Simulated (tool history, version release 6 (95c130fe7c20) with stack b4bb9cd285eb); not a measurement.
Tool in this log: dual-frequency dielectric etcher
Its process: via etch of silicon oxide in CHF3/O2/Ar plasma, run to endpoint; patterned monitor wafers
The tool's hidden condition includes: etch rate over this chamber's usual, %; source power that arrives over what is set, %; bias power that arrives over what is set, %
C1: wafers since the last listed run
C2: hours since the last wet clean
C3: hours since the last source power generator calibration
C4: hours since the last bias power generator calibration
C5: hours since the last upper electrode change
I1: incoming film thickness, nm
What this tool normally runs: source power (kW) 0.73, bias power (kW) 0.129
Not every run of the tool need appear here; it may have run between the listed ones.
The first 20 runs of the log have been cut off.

run 21 day=22.888 | source_power_(kW)=0.67 bias_power_(kW)=0.108 | C1=151 C2=304.8 C3=247.4 C4=313.2 C5=287.6 | I1=494 | endpoint_time_(s)=278.7
run 22 day=23.971 | source_power_(kW)=0.82 bias_power_(kW)=0.129 | C1=158 C2=330.8 C3=273.4 C4=339.2 C5=313.6 | I1=491.7 | endpoint_time_(s)=244.1
run 23 day=25.15 | source_power_(kW)=0.73 bias_power_(kW)=0.129 | C1=172 C2=359.1 C3=301.7 C4=367.5 C5=341.9 | I1=489.1 | endpoint_time_(s)=260.4
run 24 day=26.454 | source_power_(kW)=0.83 bias_power_(kW)=0.151 | C1=191 C2=390.4 C3=333 C4=398.8 C5=373.2 | I1=491.1 | endpoint_time_(s)=237.3
run 25 day=27.042 | source_power_(kW)=0.79 bias_power_(kW)=0.152 | C1=86 C2=404.5 C3=347.1 C4=412.9 C5=387.3 | I1=491.1 | endpoint_time_(s)=240.4
run 26 day=27.554 | source_power_(kW)=0.88 bias_power_(kW)=0.144 | C1=75 C2=416.8 C3=359.4 C4=425.2 C5=399.6 | I1=490.1 | endpoint_time_(s)=233.6
run 27 day=28.388 | source_power_(kW)=0.81 bias_power_(kW)=0.116 | C1=122 C2=436.8 C3=379.4 C4=445.2 C5=419.6 | I1=484.7 | endpoint_time_(s)=252.4
run 28 day=29.808 | source_power_(kW)=0.65 bias_power_(kW)=0.101 | C1=208 C2=470.9 C3=413.5 C4=479.3 C5=453.7 | I1=491 | endpoint_time_(s)=291.1
run 29 day=31.221 | source_power_(kW)=0.73 bias_power_(kW)=0.129 | C1=207 C2=504.8 C3=447.4 C4=513.2 C5=487.6 | I1=483.5 | endpoint_time_(s)=258.9
run 30 day=32.629 | source_power_(kW)=0.65 bias_power_(kW)=0.145 | C1=206 C2=538.6 C3=481.2 C4=547 C5=521.4 | I1=491.4 | endpoint_time_(s)=267.4

Alternative continuations, all from the tool just after run 30; predict every row:
run A day=32.65 | source_power_(kW)=0.68 bias_power_(kW)=0.129 | C1=3 C2=539.1 C3=481.7 C4=547.5 C5=521.9 | I1=494.1 | endpoint_time_(s)=?
run B day=32.65 | source_power_(kW)=0.73 bias_power_(kW)=0.107 | C1=3 C2=539.1 C3=481.7 C4=547.5 C5=521.9 | I1=494.1 | endpoint_time_(s)=?
run C day=32.65 | source_power_(kW)=0.73 bias_power_(kW)=0.155 | C1=3 C2=539.1 C3=481.7 C4=547.5 C5=521.9 | I1=494.1 | endpoint_time_(s)=?

run=A endpoint_time_(s)=268.8
run=B endpoint_time_(s)=272.1
run=C endpoint_time_(s)=249.2
Without the tool's hidden state the same runs would have given:
run=A endpoint_time_(s)=257
run=B endpoint_time_(s)=260.1
run=C endpoint_time_(s)=238.3
